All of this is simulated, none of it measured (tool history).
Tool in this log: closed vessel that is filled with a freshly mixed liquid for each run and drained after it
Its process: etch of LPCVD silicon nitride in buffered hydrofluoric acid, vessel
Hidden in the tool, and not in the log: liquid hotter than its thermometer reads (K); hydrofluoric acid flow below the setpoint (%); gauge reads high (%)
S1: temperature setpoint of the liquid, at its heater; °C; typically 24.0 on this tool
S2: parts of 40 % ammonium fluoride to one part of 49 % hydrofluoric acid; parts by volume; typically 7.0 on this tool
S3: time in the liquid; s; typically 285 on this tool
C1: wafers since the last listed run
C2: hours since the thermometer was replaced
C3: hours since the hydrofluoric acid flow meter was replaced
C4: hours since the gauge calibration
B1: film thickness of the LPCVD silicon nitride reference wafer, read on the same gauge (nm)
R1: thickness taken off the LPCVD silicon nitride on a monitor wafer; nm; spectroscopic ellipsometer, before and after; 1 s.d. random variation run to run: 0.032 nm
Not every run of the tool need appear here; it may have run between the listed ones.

run 1 hour=0.0 | S1=24.0 S2=5.5 S3=285 | C1=0 C2=429.8 C3=357.6 C4=1639.0 | B1=68.34 | R1=6.69
run 2 hour=45.9 | S1=24.0 S2=7.0 S3=285 | C1=5172 C2=475.7 C3=403.5 C4=1684.9 | B1=68.33 | R1=5.33
run 3 hour=129.4 | S1=24.0 S2=7.0 S3=350 | C1=9409 C2=559.2 C3=487.0 C4=1768.4 | B1=68.20 | R1=6.59
run 4 hour=198.3 | S1=24.0 S2=7.0 S3=165 | C1=7764 C2=628.1 C3=555.9 C4=1837.3 | B1=68.17 | R1=3.10
run 5 hour=268.1 | S1=24.0 S2=7.0 S3=165 | C1=7866 C2=697.9 C3=625.7 C4=1907.1 | B1=68.09 | R1=3.10
run 6 hour=362.3 | S1=26.5 S2=7.0 S3=285 | C1=10615 C2=792.1 C3=719.9 C4=2001.3 | B1=68.00 | R1=6.11
run 7 hour=405.1 | S1=26.5 S2=7.0 S3=285 | C1=4823 C2=834.9 C3=762.7 C4=2044.1 | B1=67.96 | R1=6.16
-- hour=409.6 thermometer replaced
run 8 hour=442.2 | S1=26.5 S2=7.0 S3=285 | C1=4068 C2=32.6 C3=799.8 C4=2081.2 | B1=67.92 | R1=6.14
run 9 hour=528.9 | S1=24.0 S2=7.0 S3=395 | C1=9770 C2=119.3 C3=886.5 C4=2167.9 | B1=67.83 | R1=7.39
run 10 hour=619.6 | S1=24.0 S2=7.0 S3=395 | C1=10221 C2=210.0 C3=977.2 C4=2258.6 | B1=67.75 | R1=7.31
run 11 hour=710.9 | S1=24.0 S2=7.0 S3=395 | C1=10288 C2=301.3 C3=1068.5 C4=2349.9 | B1=67.68 | R1=7.37
run 12 hour=795.0 | S1=24.0 S2=7.0 S3=285 | C1=9477 C2=385.4 C3=1152.6 C4=2434.0 | B1=67.60 | R1=5.35
run 13 hour=855.8 | S1=24.0 S2=7.0 S3=285 | C1=6851 C2=446.2 C3=1213.4 C4=2494.8 | B1=67.53 | R1=5.37
run 14 hour=915.1 | S1=24.0 S2=7.0 S3=285 | C1=6682 C2=505.5 C3=1272.7 C4=2554.1 | B1=67.46 | R1=5.36
-- hour=1063.6 hydrofluoric acid flow meter replaced
-- hour=1157.8 gauge calibrated
run 15 hour=1183.8 | S1=24.0 S2=7.0 S3=205 | C1=30168 C2=774.2 C3=120.2 C4=26.0 | B1=70.20 | R1=3.99
run 16 hour=1251.7 | S1=24.0 S2=7.0 S3=285 | C1=7651 C2=842.1 C3=188.1 C4=93.9 | B1=70.12 | R1=5.50
run 17 hour=1333.8 | S1=25.5 S2=7.0 S3=285 | C1=9252 C2=924.2 C3=270.2 C4=176.0 | B1=70.05 | R1=6.01
run 18 hour=1416.2 | S1=24.0 S2=9.0 S3=220 | C1=9285 C2=1006.6 C3=352.6 C4=258.4 | B1=69.96 | R1=3.26
-- hour=1469.5 thermometer replaced
run 19 hour=1506.3 | S1=24.0 S2=7.0 S3=285 | C1=10041 C2=36.8 C3=442.7 C4=348.5 | B1=69.90 | R1=5.54
run 20 hour=1597.5 | S1=28.5 S2=7.0 S3=445 | C1=10277 C2=128.0 C3=533.9 C4=439.7 | B1=69.78 | R1=10.98
run 21 hour=1827.4 | S1=21.0 S2=8.0 S3=205 | C1=25908 C2=357.9 C3=763.8 C4=669.6 | B1=69.59 | R1=2.92
run 22 hour=1886.5 | S1=24.0 S2=7.0 S3=285 | C1=6660 C2=417.0 C3=822.9 C4=728.7 | B1=69.52 | R1=5.48
run 23 hour=1965.7 | S1=22.0 S2=5.0 S3=345 | C1=8925 C2=496.2 C3=902.1 C4=807.9 | B1=69.45 | R1=7.89
run 24 hour=2036.2 | S1=24.0 S2=7.0 S3=210 | C1=7944 C2=566.7 C3=972.6 C4=878.4 | B1=69.38 | R1=4.03
run 25 hour=2116.0 | S1=24.0 S2=7.0 S3=380 | C1=8992 C2=646.5 C3=1052.4 C4=958.2 | B1=69.29 | R1=7.27
run 26 hour=2193.7 | S1=24.0 S2=7.0 S3=285 | C1=8756 C2=724.2 C3=1130.1 C4=1035.9 | B1=69.20 | R1=5.43
run 27 hour=2280.9 | S1=24.0 S2=7.0 S3=285 | C1=9826 C2=811.4 C3=1217.3 C4=1123.1 | B1=69.15 | R1=5.39
run 28 hour=2386.2 | S1=25.5 S2=7.0 S3=285 | C1=11866 C2=916.7 C3=1322.6 C4=1228.4 | B1=69.02 | R1=5.96
-- hour=2441.3 thermometer replaced
run 29 hour=2483.3 | S1=24.0 S2=8.5 S3=285 | C1=10829 C2=42.0 C3=1419.7 C4=1325.5 | B1=68.94 | R1=4.42
run 30 hour=2544.8 | S1=21.5 S2=5.5 S3=195 | C1=6930 C2=103.5 C3=1481.2 C4=1387.0 | B1=68.86 | R1=3.99
-- hour=2572.9 hydrofluoric acid flow meter replaced
run 31 hour=2613.3 | S1=26.0 S2=5.0 S3=140 | C1=7606 C2=172.0 C3=40.4 C4=1455.5 | B1=68.82 | R1=3.96
run 32 hour=2650.9 | S1=24.0 S2=7.0 S3=285 | C1=4237 C2=209.6 C3=78.0 C4=1493.1 | B1=68.77 | R1=5.44
run 33 hour=2700.9 | S1=28.0 S2=5.5 S3=420 | C1=5634 C2=259.6 C3=128.0 C4=1543.1 | B1=68.74 | R1=12.23

Pick out some run-to-run changes in R1. Of each, how much would a tool without hidden state show as well, from the settings, what came in and chance, and how much is left for the hidden state and any gauge scatter not in both results compared?
Run 3 -> 4: S3 350 -> 165. R1 -3.49 nm: hidden state +0.10, all else -3.59.
Run 14 -> 15: S3 285 -> 205, hydrofluoric acid flow meter replaced, gauge calibrated. R1 -1.37 nm: hidden state +0.21, all else -1.58.
Run 19 -> 20: S1 24.0 -> 28.5, S3 285 -> 445. R1 +5.44 nm: hidden state -0.02, all else +5.46.
Run 20 -> 21: S1 28.5 -> 21.0, S2 7.0 -> 8.0, S3 445 -> 205. R1 -8.06 nm: hidden state +0.01, all else -8.07.
Run 32 -> 33: S1 24.0 -> 28.0, S2 7.0 -> 5.5, S3 285 -> 420. R1 +6.79 nm: hidden state -0.14, all else +6.93.
